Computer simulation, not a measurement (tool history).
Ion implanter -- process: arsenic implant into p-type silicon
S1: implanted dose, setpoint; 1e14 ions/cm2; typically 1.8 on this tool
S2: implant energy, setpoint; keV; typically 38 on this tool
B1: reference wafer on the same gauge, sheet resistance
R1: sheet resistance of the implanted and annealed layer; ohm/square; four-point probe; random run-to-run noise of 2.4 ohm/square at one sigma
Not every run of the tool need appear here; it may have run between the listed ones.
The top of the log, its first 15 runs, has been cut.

| run | hour | S1 | S2 | B1 | R1 |
|---|---|---|---|---|---|
| 16 | 1508.8 | 1.8 | 38 | 494.33 | 436.42 |
| 17 | 1624.6 | 1.8 | 38 | 494.42 | 433.26 |
| 18 | 1710.9 | 1.8 | 38 | 494.01 | 436.19 |
| 19 | 1918.8 | 1.8 | 38 | 494.45 | 434.9 |
| 20 | 1958 | 1.8 | 38 | 493.43 | 439 |
|  | 2022.7 | Faraday cup replaced and dose calibrated |
| 21 | 2059.1 | 1.8 | 38 | 494.43 | 438.25 |
|  | 2093.2 | extraction supply calibrated |
| 22 | 2124.7 | 1.8 | 38 | 494.36 | 438.38 |
| 23 | 2202.4 | 2 | 44 | 494.03 | 395.87 |
| 24 | 2281.7 | 2.24 | 29.5 | 493.79 | 389.13 |
| 25 | 2375.5 | 1.8 | 45.5 | 493.8 | 422.38 |
| 26 | 2421 | 1.8 | 38 | 493.91 | 440.48 |
| 27 | 2506.2 | 1.8 | 38 | 494.04 | 434.87 |
| 28 | 2600.8 | 2.04 | 38 | 494.12 | 397.01 |
| 29 | 2687.1 | 1.5 | 38 | 493.91 | 495.64 |
| 30 | 2767.6 | 1.8 | 46 | 493.95 | 421.25 |
| 31 | 2808.4 | 1.29 | 34 | 493.88 | 559.7 |
| 32 | 2902.1 | 1.8 | 38 | 494.14 | 431.67 |
| 33 | 2943.9 | 1.8 | 25 | 493.57 | 464.18 |
| 34 | 2986.5 | 1.59 | 46.5 | 494.06 | 456.27 |
| 35 | 3072.5 | 2.23 | 47.5 | 494.5 | 358.53 |
|  | 3176.2 | Faraday cup replaced and dose calibrated |
| 36 | 3176.7 | 2.32 | 43.5 | 494.02 | 355.92 |
| 37 | 3310.4 | 1.66 | 27.5 | 494.15 | 486.11 |

Consider 4 possible next runs. They are alternatives, not a sequence: every one starts from the tool as it was left by run 37. What does each give?
| A | 3310.8 | 1.8 | 38 | ? | ? |
| B | 3310.8 | 1.34 | 38 | ? | ? |
| C | 3310.8 | 1.43 | 48.5 | ? | ? |
| D | 3310.8 | 1.54 | 34 | ? | ? |

| run | B1 | R1 |
|---|---|---|
| A | 494.13 | 432.96 |
| B | 494.13 | 531.68 |
| C | 494.13 | 486.37 |
| D | 494.13 | 492.39 |
Had the tool no hidden state, the same runs would have come out as:
| run | R1 |
|---|---|
| A | 432.96 |
| B | 531.68 |
| C | 486.37 |
| D | 492.39 |
